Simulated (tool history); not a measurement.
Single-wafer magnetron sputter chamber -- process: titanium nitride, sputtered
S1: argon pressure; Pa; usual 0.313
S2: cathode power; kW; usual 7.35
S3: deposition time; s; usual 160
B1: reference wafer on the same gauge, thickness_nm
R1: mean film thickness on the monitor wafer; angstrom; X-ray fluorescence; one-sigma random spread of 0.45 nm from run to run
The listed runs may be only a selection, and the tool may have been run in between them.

Run 1, hour 0: usual settings; B1 261.916. Result: R1 2210.9 angstrom.
Run 2, hour 70.7: usual settings; B1 261.781. Result: R1 2206.99 angstrom.
Run 3, hour 135.3: usual settings but S1 0.403 Pa; B1 261.837. Result: R1 2084.38 angstrom.
Run 4, hour 179.4: usual settings; B1 262.217. Result: R1 2208.66 angstrom.
Run 5, hour 223.5: usual settings; B1 262.012. Result: R1 2201.63 angstrom.
Run 6, hour 254.9: usual settings but S2 8.45 kW; B1 261.838. Result: R1 2415.7 angstrom.
Run 7, hour 299.8: usual settings; B1 262.001. Result: R1 2196.03 angstrom.
Run 8, hour 331.4: usual settings but S2 8.15 kW, S3 146 s; B1 262.108. Result: R1 2147.82 angstrom.
Run 9, hour 359.6: usual settings but S2 8.15 kW, S3 146 s; B1 262.013. Result: R1 2147.57 angstrom.
At hour 401: capacitance manometer re-zeroed and calibrated.
Run 10, hour 401.5: usual settings; B1 262.075. Result: R1 2220.93 angstrom.
Run 11, hour 441.6: usual settings but S2 6.3 kW; B1 262.026. Result: R1 2012.04 angstrom.
At hour 481.8: gauge calibrated.
At hour 513.4: sputter target and shields replaced.
Run 12, hour 513.9: usual settings; B1 262.205. Result: R1 2234.29 angstrom.
Run 13, hour 576.2: usual settings; B1 261.796. Result: R1 2228.75 angstrom.
Run 14, hour 610.5: usual settings; B1 262.028. Result: R1 2234.57 angstrom.
Run 15, hour 677.4: usual settings but S2 5.75 kW, S3 151 s; B1 262.323. Result: R1 1804.35 angstrom.
Run 16, hour 716.4: usual settings but S2 8.15 kW, S3 146 s; B1 262.022. Result: R1 2177.97 angstrom.
Run 17, hour 768: usual settings but S1 0.281 Pa, S3 129 s; B1 262.183. Result: R1 1829.34 angstrom.
Run 18, hour 833.1: usual settings but S3 181 s; B1 261.898. Result: R1 2511.11 angstrom.
At hour 892.9: magnet pack replaced.
Run 19, hour 895.8: usual settings but S1 0.208 Pa; B1 261.96. Result: R1 2379.86 angstrom.
Run 20, hour 932.1: usual settings but S1 0.418 Pa, S2 6.75 kW; B1 262.094. Result: R1 1965.13 angstrom.
Run 21, hour 956.6: usual settings but S1 0.241 Pa, S3 144 s; B1 262.057. Result: R1 2091.13 angstrom.
Run 22, hour 1023.7: usual settings but S1 0.249 Pa, S2 8.9 kW, S3 174 s; B1 262.054. Result: R1 2846.15 angstrom.
At hour 1066.1: sputter target and shields replaced.
Run 23, hour 1066.6: usual settings; B1 262.025. Result: R1 2217.82 angstrom.
Run 24, hour 1133.1: usual settings but S1 0.229 Pa, S2 8.1 kW, S3 144 s; B1 262.071. Result: R1 2258.72 angstrom.
Run 25, hour 1163.2: usual settings but S1 0.417 Pa, S2 5.95 kW, S3 129 s; B1 262.187. Result: R1 1460.66 angstrom.
Run 26, hour 1216.7: usual settings but S2 7.8 kW, S3 169 s; B1 262.025. Result: R1 2432.01 angstrom.
Run 27, hour 1246.7: usual settings but S1 0.431 Pa, S2 6.65 kW, S3 141 s; B1 262.149. Result: R1 1694.17 angstrom.
Run 28, hour 1281.6: usual settings but S1 0.229 Pa, S2 8.1 kW, S3 144 s; B1 261.676. Result: R1 2254.89 angstrom.
Run 29, hour 1338.6: usual settings but S1 0.387 Pa, S2 6.9 kW; B1 261.969. Result: R1 2026.33 angstrom.
Run 30, hour 1368.6: usual settings but S1 0.249 Pa, S2 8.65 kW, S3 186 s; B1 261.667. Result: R1 2990.94 angstrom.
Run 31, hour 1403.5: usual settings but S2 8.45 kW, S3 146 s; B1 262.026. Result: R1 2220.21 angstrom.
Run 32, hour 1459.4: usual settings but S1 0.251 Pa; B1 262.12. Result: R1 2305.07 angstrom.
Run 33, hour 1502.8: usual settings but S1 0.368 Pa, S2 8.9 kW, S3 175 s; B1 262.012. Result: R1 2650.54 angstrom.
Run 34, hour 1570.3: usual settings; B1 262.025. Result: R1 2205.79 angstrom.

Each row is a separate what-if for the run after 34, all from the same tool condition, not one after another. Results?
Run A, hour 1570.7: usual settings; B1 ?. Result: R1 ?.
Run B, hour 1570.7: usual settings but S1 0.407 Pa, S2 6.25 kW, S3 151 s; B1 ?. Result: R1 ?.
Run C, hour 1570.7: usual settings but S3 135 s; B1 ?. Result: R1 ?.
Run D, hour 1570.7: usual settings but S3 173 s; B1 ?. Result: R1 ?.
Run E, hour 1570.7: usual settings but S2 6.7 kW; B1 ?. Result: R1 ?.

run       B1       R1
  A  261.885  2208.27
  B  261.885  1767.36
  C  261.885  1863.22
  D  261.885  2387.69
  E  261.885  2081.25
Take away the tool's hidden state, keep each run's random variation, and the runs would have read:
run       R1
  A  2238.32
  B  1797.64
  C  1888.59
  D  2420.19
  E  2109.58
